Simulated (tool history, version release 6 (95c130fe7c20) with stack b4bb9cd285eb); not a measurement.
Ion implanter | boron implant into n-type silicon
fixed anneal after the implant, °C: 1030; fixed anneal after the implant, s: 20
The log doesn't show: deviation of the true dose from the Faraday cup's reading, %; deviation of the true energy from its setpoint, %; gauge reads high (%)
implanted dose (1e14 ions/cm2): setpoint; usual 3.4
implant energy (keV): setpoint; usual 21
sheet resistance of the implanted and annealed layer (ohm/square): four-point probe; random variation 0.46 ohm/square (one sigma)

| run | hour | implanted dose (1e14 ions/cm2) | implant energy (keV) | wafers since the last listed run | hours since the last dose calibration | hours since the extraction supply was calibrated | hours since the gauge calibration | read-back reference wafer on the same gauge, sheet resistance | sheet resistance of the implanted and annealed layer (ohm/square) |
|---|---|---|---|---|---|---|---|---|---|
| 1 | 0 | 3.4 | 21 | 0 | 1455.3 | 4731 | 1013.9 | 251.96 | 317.76 |
| 2 | 23.2 | 3.4 | 17 | 332 | 1478.5 | 4754.2 | 1037.1 | 251.98 | 325.93 |
| 3 | 52.8 | 3.4 | 21 | 424 | 1508.1 | 4783.8 | 1066.7 | 251.98 | 318.34 |
| 4 | 78.7 | 3.4 | 21 | 371 | 1534 | 4809.7 | 1092.6 | 252.01 | 317.44 |
| 5 | 92.9 | 2.66 | 21 | 203 | 1548.2 | 4823.9 | 1106.8 | 251.85 | 388.02 |
| 6 | 127.1 | 4.06 | 21 | 490 | 1582.4 | 4858.1 | 1141 | 251.99 | 275.31 |
| 7 | 139.6 | 4.06 | 21 | 179 | 1594.9 | 4870.6 | 1153.5 | 252.02 | 275.63 |
| 8 | 157 | 3.4 | 21 | 249 | 1612.3 | 4888 | 1170.9 | 251.94 | 316.9 |
|  | 170.8 | gauge calibrated |
| 9 | 178.5 | 3.4 | 21 | 308 | 1633.8 | 4909.5 | 7.7 | 251.96 | 317.27 |
| 10 | 199.7 | 3.4 | 21 | 303 | 1655 | 4930.7 | 28.9 | 251.96 | 317.02 |
| 11 | 235.5 | 2.91 | 21 | 513 | 1690.8 | 4966.5 | 64.7 | 251.85 | 359.67 |
| 12 | 260 | 2.91 | 21 | 351 | 1715.3 | 4991 | 89.2 | 252.09 | 360.87 |
| 13 | 294.9 | 2.91 | 21 | 500 | 1750.2 | 5025.9 | 124.1 | 252 | 360.59 |
| 14 | 323.8 | 4.42 | 25 | 414 | 1779.1 | 5054.8 | 153 | 251.95 | 252.32 |
| 15 | 348.5 | 3.4 | 21 | 354 | 1803.8 | 5079.5 | 177.7 | 252.06 | 317.96 |
| 16 | 371 | 3.4 | 21 | 322 | 1826.3 | 5102 | 200.2 | 252.06 | 317.35 |
| 17 | 396.2 | 4.15 | 21 | 361 | 1851.5 | 5127.2 | 225.4 | 251.97 | 270.77 |
| 18 | 428.2 | 2.55 | 16.5 | 458 | 1883.5 | 5159.2 | 257.4 | 251.98 | 413.2 |
| 19 | 444.2 | 3.84 | 18.5 | 229 | 1899.5 | 5175.2 | 273.4 | 252.05 | 291.99 |
|  | 472.7 | extraction supply calibrated |
| 20 | 473.2 | 3.4 | 21 | 301 | 1928.5 | 0.5 | 302.4 | 252.03 | 318.03 |
| 21 | 539.1 | 4.29 | 19 | 944 | 1994.4 | 66.4 | 368.3 | 251.99 | 266.59 |
| 22 | 574.8 | 2.67 | 19 | 511 | 2030.1 | 102.1 | 404 | 251.99 | 391.61 |
| 23 | 640.1 | 4.31 | 17 | 936 | 2095.4 | 167.4 | 469.3 | 252.07 | 267.95 |
| 24 | 663 | 2.57 | 26 | 328 | 2118.3 | 190.3 | 492.2 | 252.06 | 390.1 |
| 25 | 695.8 | 3.83 | 15.5 | 470 | 2151.1 | 223.1 | 525 | 251.95 | 298.4 |
|  | 708.6 | Faraday cup replaced and dose calibrated |
| 26 | 723.3 | 3.4 | 21 | 279 | 14.7 | 250.6 | 552.5 | 252.04 | 310.62 |
| 27 | 759.2 | 2.91 | 21 | 514 | 50.6 | 286.5 | 588.4 | 252.01 | 351.08 |
| 28 | 776.6 | 4.19 | 21 | 249 | 68 | 303.9 | 605.8 | 251.94 | 262.55 |
| 29 | 807 | 3.4 | 17.5 | 435 | 98.4 | 334.3 | 636.2 | 252.04 | 316.22 |
| 30 | 838.3 | 3.14 | 21 | 448 | 129.7 | 365.6 | 667.5 | 251.98 | 331.44 |
| 31 | 861.4 | 2.61 | 25.5 | 331 | 152.8 | 388.7 | 690.6 | 251.96 | 377.17 |
| 32 | 885.5 | 2.76 | 21 | 345 | 176.9 | 412.8 | 714.7 | 251.89 | 368.15 |
| 33 | 899.9 | 2.65 | 14 | 206 | 191.3 | 427.2 | 729.1 | 251.91 | 399.56 |
| 34 | 918.4 | 4.06 | 27 | 265 | 209.8 | 445.7 | 747.6 | 251.99 | 262.64 |
| 35 | 952.3 | 3.4 | 18.5 | 486 | 243.7 | 479.6 | 781.5 | 252.05 | 316.49 |
| 36 | 981.4 | 3.4 | 21 | 417 | 272.8 | 508.7 | 810.6 | 252.02 | 312.23 |
| 37 | 1005.1 | 4.07 | 24 | 339 | 296.5 | 532.4 | 834.3 | 252.02 | 266.06 |
| 38 | 1065.1 | 3.4 | 17 | 860 | 356.5 | 592.4 | 894.3 | 252 | 319.73 |

Some steps in sheet resistance of the implanted and annealed layer (ohm/square) between neighbouring runs. How much of each would the tool show without its hidden state too (settings, what came in, random variation), and how much is left for the hidden state, with any gauge scatter that isn't in both results?
Run 17 -> 18: implanted dose (1e14 ions/cm2) 4.15 -> 2.55, implant energy (keV) 21 -> 16.5. sheet resistance of the implanted and annealed layer (ohm/square) +142.43: hidden state +4, all else +138.43.
Run 21 -> 22: implanted dose (1e14 ions/cm2) 4.29 -> 2.67. sheet resistance of the implanted and annealed layer (ohm/square) +125.02: hidden state +3.5, all else +121.52.
Run 25 -> 26: implanted dose (1e14 ions/cm2) 3.83 -> 3.4, implant energy (keV) 15.5 -> 21, Faraday cup replaced and dose calibrated. sheet resistance of the implanted and annealed layer (ohm/square) +12.22: hidden state -8.18, all else +20.4.
Run 33 -> 34: implanted dose (1e14 ions/cm2) 2.65 -> 4.06, implant energy (keV) 14 -> 27. sheet resistance of the implanted and annealed layer (ohm/square) -136.92: hidden state -0.68, all else -136.24.
